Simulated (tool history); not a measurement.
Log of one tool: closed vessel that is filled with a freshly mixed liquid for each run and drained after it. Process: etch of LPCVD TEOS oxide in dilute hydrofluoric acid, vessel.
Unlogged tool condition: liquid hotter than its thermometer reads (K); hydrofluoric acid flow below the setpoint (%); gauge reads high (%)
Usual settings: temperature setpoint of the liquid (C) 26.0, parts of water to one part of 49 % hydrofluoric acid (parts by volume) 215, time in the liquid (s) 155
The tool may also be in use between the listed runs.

run   hour  temperature setpoint of the liquid (C)  parts of water to one part of 49 % hydrofluoric acid (parts by volume)  time in the liquid (s)  wafers since the last listed run  hours since the thermometer was replaced  hours since the hydrofluoric acid flow meter was replaced  hours since the gauge calibration  read-back film thickness of the LPCVD TEOS oxide reference wafer, read on the same gauge (nm)  thickness taken off the LPCVD TEOS oxide on a monitor wafer (nm)
  1    0.0                                    26.0                                                                     215                     155                                 0                                    1727.8                                                     1971.6                              501.4                                                                                          99.99                                                             15.40
  2   12.4                                    26.0                                                                     180                     155                              1074                                    1740.2                                                     1984.0                              513.8                                                                                          99.99                                                             19.27
  3   23.6                                    26.0                                                                     180                     155                               970                                    1751.4                                                     1995.2                              525.0                                                                                         100.00                                                             19.23
  4   34.5                                    26.0                                                                     215                     120                               944                                    1762.3                                                     2006.1                              535.9                                                                                          99.98                                                             12.08
  5   46.4                                    26.0                                                                     190                     155                              1031                                    1774.2                                                     2018.0                              547.8                                                                                         100.01                                                             18.09
  6   57.7                                    26.0                                                                     190                     155                               979                                    1785.5                                                     2029.3                              559.1                                                                                         100.01                                                             17.89
  7   66.7                                    26.0                                                                     215                     180                               779                                    1794.5                                                     2038.3                              568.1                                                                                         100.00                                                             17.78
      75.9  -- gauge calibrated
  8  120.3                                    26.0                                                                     215                     180                              4644                                    1848.1                                                     2091.9                               44.4                                                                                         100.00                                                             18.00
  9  136.7                                    26.0                                                                     215                     180                              1420                                    1864.5                                                     2108.3                               60.8                                                                                          99.99                                                             17.87
 10  152.8                                    26.0                                                                     215                     155                              1394                                    1880.6                                                     2124.4                               76.9                                                                                         100.01                                                             15.36
 11  165.5                                    27.5                                                                     215                     190                              1100                                    1893.3                                                     2137.1                               89.6                                                                                          99.99                                                             19.87
 12  180.8                                    26.0                                                                     215                     155                              1325                                    1908.6                                                     2152.4                              104.9                                                                                          99.98                                                             15.18
 13  187.5                                    30.5                                                                     125                      60                               580                                    1915.3                                                     2159.1                              111.6                                                                                         100.00                                                             13.62
 14  194.6                                    23.0                                                                     135                     235                               615                                    1922.4                                                     2166.2                              118.7                                                                                         100.00                                                             37.38
 15  200.8                                    24.0                                                                     160                     155                               537                                    1928.6                                                     2172.4                              124.9                                                                                          99.99                                                             20.72
 16  208.1                                    26.0                                                                     170                     220                               632                                    1935.9                                                     2179.7                              132.2                                                                                         100.01                                                             29.28
     214.8  -- thermometer replaced
 17  215.3                                    29.5                                                                     325                     245                               537                                       0.5                                                     2186.9                              139.4                                                                                         100.00                                                             14.36
 18  243.5                                    28.0                                                                     275                     245                              2443                                      28.7                                                     2215.1                              167.6                                                                                          99.98                                                             17.06
 19  257.0                                    24.5                                                                     260                     210                              1169                                      42.2                                                     2228.6                              181.1                                                                                          99.98                                                             13.91
 20  269.2                                    26.0                                                                     215                     155                              1057                                      54.4                                                     2240.8                              193.3                                                                                          99.99                                                             14.02
     270.3  -- hydrofluoric acid flow meter replaced
 21  278.1                                    28.5                                                                     315                     240                               684                                      63.3                                                        7.8                              202.2                                                                                         100.00                                                             16.90
 22  293.2                                    26.0                                                                     215                     235                              1308                                      78.4                                                       22.9                              217.3                                                                                          99.98                                                             25.13
 23  301.8                                    26.0                                                                     215                     155                               745                                      87.0                                                       31.5                              225.9                                                                                         100.01                                                             16.55
 24  318.4                                    22.0                                                                     215                     230                              1438                                     103.6                                                       48.1                              242.5                                                                                          99.99                                                             21.18
 25  329.7                                    30.0                                                                     305                     190                               979                                     114.9                                                       59.4                              253.8                                                                                          99.98                                                             14.79
 26  340.9                                    26.0                                                                     215                     155                               970                                     126.1                                                       70.6                              265.0                                                                                          99.98                                                             16.66
 27  347.7                                    26.0                                                                     215                     200                               589                                     132.9                                                       77.4                              271.8                                                                                         100.00                                                             21.41
 28  360.2                                    26.0                                                                     215                     100                              1083                                     145.4                                                       89.9                              284.3                                                                                          99.98                                                             10.62
 29  373.5                                    21.5                                                                     155                     130                              1152                                     158.7                                                      103.2                              297.6                                                                                         100.03                                                             17.47
 30  388.4                                    28.0                                                                     155                      90                              1290                                     173.6                                                      118.1                              312.5                                                                                         100.02                                                             15.31
 31  412.1                                    23.5                                                                     215                     155                              2053                                     197.3                                                      141.8                              336.2                                                                                         100.00                                                             15.11
 32  421.5                                    26.0                                                                     215                     155                               814                                     206.7                                                      151.2                              345.6                                                                                         100.01                                                             16.58
 33  427.7                                    26.0                                                                     215                     155                               537                                     212.9                                                      157.4                              351.8                                                                                         100.00                                                             16.58

Hidden state at the last listed run before each entry between runs and at the first one after, where it differs:
Logged between run 7 and run 8: gauge calibrated (hour 75.9)
  liquid hotter than its thermometer reads (K): 2.6 -> 2.68; hydrofluoric acid flow below the setpoint (%): 11.9 -> 12.2
  what was measured, less what the result would be without the hidden state, thickness taken off the LPCVD TEOS oxide on a monitor wafer (nm): -1.26 -> -1.31
Logged between run 16 and run 17: thermometer replaced (hour 214.8)
  liquid hotter than its thermometer reads (K): 2.8 -> 0.0218
  what was measured, less what the result would be without the hidden state, thickness taken off the LPCVD TEOS oxide on a monitor wafer (nm): -1.93 -> -2.91
Logged between run 20 and run 21: hydrofluoric acid flow meter replaced (hour 270.3)
  liquid hotter than its thermometer reads (K): 0.0983 -> 0.111; hydrofluoric acid flow below the setpoint (%): 13 -> 0.358
  what was measured, less what the result would be without the hidden state, thickness taken off the LPCVD TEOS oxide on a monitor wafer (nm): -2.61 -> -0.02

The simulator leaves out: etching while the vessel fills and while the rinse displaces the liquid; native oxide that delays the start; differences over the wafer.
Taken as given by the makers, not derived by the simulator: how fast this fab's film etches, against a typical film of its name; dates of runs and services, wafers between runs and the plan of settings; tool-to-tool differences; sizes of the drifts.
